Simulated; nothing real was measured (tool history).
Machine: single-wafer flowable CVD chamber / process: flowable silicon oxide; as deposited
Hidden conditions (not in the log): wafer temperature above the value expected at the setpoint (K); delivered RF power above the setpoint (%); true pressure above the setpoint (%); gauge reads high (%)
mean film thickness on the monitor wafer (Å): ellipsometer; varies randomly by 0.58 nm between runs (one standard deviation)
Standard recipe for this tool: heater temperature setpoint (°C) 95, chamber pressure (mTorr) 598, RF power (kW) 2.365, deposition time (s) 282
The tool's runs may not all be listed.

| run | hour | heater temperature setpoint (°C) | chamber pressure (mTorr) | RF power (kW) | deposition time (s) | wafers since the last listed run | hours since the last thermocouple change | hours since the last RF generator calibration | hours since the last manometer calibration | hours since the showerhead was replaced | hours since the gauge calibration | read-back reference wafer on the same gauge, thickness_nm | mean film thickness on the monitor wafer (Å) |
|---|---|---|---|---|---|---|---|---|---|---|---|---|---|
| 1 | 0.0 | 95 | 598 | 2.365 | 282 | 0 | 1718.8 | 1815.5 | 943.5 | 2464.6 | 1018.0 | 116.962 | 1500.99 |
| 2 | 36.3 | 95 | 598 | 2.365 | 282 | 242 | 1755.1 | 1851.8 | 979.8 | 2500.9 | 1054.3 | 117.054 | 1510.23 |
| 3 | 87.0 | 95 | 598 | 2.365 | 282 | 338 | 1805.8 | 1902.5 | 1030.5 | 2551.6 | 1105.0 | 117.018 | 1516.06 |
| 4 | 149.3 | 95 | 598 | 2.365 | 282 | 415 | 1868.1 | 1964.8 | 1092.8 | 2613.9 | 1167.3 | 117.017 | 1510.47 |
| 5 | 251.4 | 95 | 598 | 2.365 | 282 | 680 | 1970.2 | 2066.9 | 1194.9 | 2716.0 | 1269.4 | 117.088 | 1514.51 |
|  | 297.4 | gauge calibrated |
| 6 | 353.5 | 95 | 598 | 2.135 | 282 | 680 | 2072.3 | 2169.0 | 1297.0 | 2818.1 | 56.1 | 117.015 | 1477.11 |
|  | 382.6 | RF generator calibrated |
| 7 | 459.6 | 95 | 655 | 2.365 | 282 | 654 | 2178.4 | 77.0 | 1403.1 | 2924.2 | 162.2 | 117.008 | 1655.89 |
| 8 | 523.8 | 95 | 598 | 2.365 | 282 | 428 | 2242.6 | 141.2 | 1467.3 | 2988.4 | 226.4 | 117.062 | 1509.99 |
| 9 | 619.3 | 95 | 598 | 2.365 | 282 | 636 | 2338.1 | 236.7 | 1562.8 | 3083.9 | 321.9 | 117.020 | 1512.56 |
| 10 | 655.8 | 95 | 598 | 2.620 | 282 | 243 | 2374.6 | 273.2 | 1599.3 | 3120.4 | 358.4 | 117.103 | 1529.38 |
| 11 | 731.5 | 95 | 598 | 2.620 | 282 | 504 | 2450.3 | 348.9 | 1675.0 | 3196.1 | 434.1 | 117.010 | 1538.78 |
| 12 | 769.7 | 87 | 477 | 2.365 | 282 | 254 | 2488.5 | 387.1 | 1713.2 | 3234.3 | 472.3 | 116.996 | 1619.94 |
|  | 779.1 | capacitance manometer re-zeroed and calibrated |
| 13 | 838.5 | 100 | 598 | 2.815 | 267 | 405 | 2557.3 | 455.9 | 59.4 | 3303.1 | 541.1 | 117.000 | 1256.34 |
| 14 | 974.1 | 95 | 525 | 2.365 | 282 | 904 | 2692.9 | 591.5 | 195.0 | 3438.7 | 676.7 | 117.037 | 1389.47 |
|  | 1020.2 | thermocouple changed; heater temperature recalibrated |
| 15 | 1020.7 | 95 | 598 | 2.765 | 263 | 257 | 0.5 | 638.1 | 241.6 | 3485.3 | 723.3 | 116.928 | 1501.66 |
| 16 | 1089.3 | 95 | 697 | 2.090 | 230 | 457 | 69.1 | 706.7 | 310.2 | 3553.9 | 791.9 | 117.020 | 1477.36 |
| 17 | 1154.2 | 88 | 738 | 2.485 | 259 | 432 | 134.0 | 771.6 | 375.1 | 3618.8 | 856.8 | 117.100 | 2360.23 |
|  | 1216.3 | showerhead replaced |
|  | 1240.0 | capacitance manometer re-zeroed and calibrated, repeated, since the last time left the tool worse |
| 18 | 1258.1 | 109 | 674 | 2.365 | 282 | 586 | 237.9 | 875.5 | 18.1 | 41.8 | 960.7 | 116.998 | 956.27 |
| 19 | 1326.9 | 95 | 697 | 2.365 | 322 | 458 | 306.7 | 944.3 | 86.9 | 110.6 | 1029.5 | 116.896 | 1937.70 |
| 20 | 1404.2 | 86 | 700 | 2.610 | 332 | 515 | 384.0 | 1021.6 | 164.2 | 187.9 | 1106.8 | 117.097 | 2815.48 |
|  | 1480.3 | gauge calibrated |
| 21 | 1500.4 | 95 | 598 | 2.365 | 282 | 641 | 480.2 | 1117.8 | 260.4 | 284.1 | 20.1 | 117.061 | 1467.70 |
| 22 | 1555.5 | 95 | 598 | 2.365 | 282 | 367 | 535.3 | 1172.9 | 315.5 | 339.2 | 75.2 | 116.950 | 1466.10 |
| 23 | 1662.0 | 95 | 598 | 2.245 | 226 | 710 | 641.8 | 1279.4 | 422.0 | 445.7 | 181.7 | 116.919 | 1178.44 |
| 24 | 1727.1 | 106 | 513 | 2.690 | 336 | 434 | 706.9 | 1344.5 | 487.1 | 510.8 | 246.8 | 117.017 | 1021.73 |
| 25 | 1817.0 | 99 | 539 | 2.670 | 264 | 599 | 796.8 | 1434.4 | 577.0 | 600.7 | 336.7 | 116.963 | 1098.68 |
| 26 | 1917.4 | 95 | 598 | 2.365 | 282 | 669 | 897.2 | 1534.8 | 677.4 | 701.1 | 437.1 | 116.943 | 1488.27 |
| 27 | 1970.4 | 101 | 726 | 2.365 | 282 | 353 | 950.2 | 1587.8 | 730.4 | 754.1 | 490.1 | 116.970 | 1445.16 |

Take each entry between the runs: how does the hidden state at the last listed run before it differ from the hidden state at the first listed run after it?
Between runs 5 and 6: gauge calibrated (hour 297.4)
  true pressure above the setpoint (%): 4.28 -> 4.4
  measured minus no-state result, mean film thickness on the monitor wafer (Å): +62.49 -> +62.58
Between runs 6 and 7: RF generator calibrated (hour 382.6)
  true pressure above the setpoint (%): 4.4 -> 4.51
  measured minus no-state result, mean film thickness on the monitor wafer (Å): +62.58 -> +69.43
Between runs 12 and 13: capacitance manometer re-zeroed and calibrated (hour 779.1)
  true pressure above the setpoint (%): 4.75 -> 8.23
  measured minus no-state result, mean film thickness on the monitor wafer (Å): +73.98 -> +94.97
Between runs 14 and 15: thermocouple changed; heater temperature recalibrated (hour 1020.2)
  true pressure above the setpoint (%): 9.12 -> 9.38
  measured minus no-state result, mean film thickness on the monitor wafer (Å): +117.57 -> +127.98
Between runs 17 and 18: showerhead replaced (hour 1216.3); capacitance manometer re-zeroed and calibrated, repeated, since the last time left the tool worse (hour 1240.0)
  true pressure above the setpoint (%): 10 -> -0.435
  measured minus no-state result, mean film thickness on the monitor wafer (Å): +208.36 -> -4.02
Between runs 20 and 21: gauge calibrated (hour 1480.3)
  true pressure above the setpoint (%): 0.576 -> 1.13
  measured minus no-state result, mean film thickness on the monitor wafer (Å): +15.57 -> +16.44
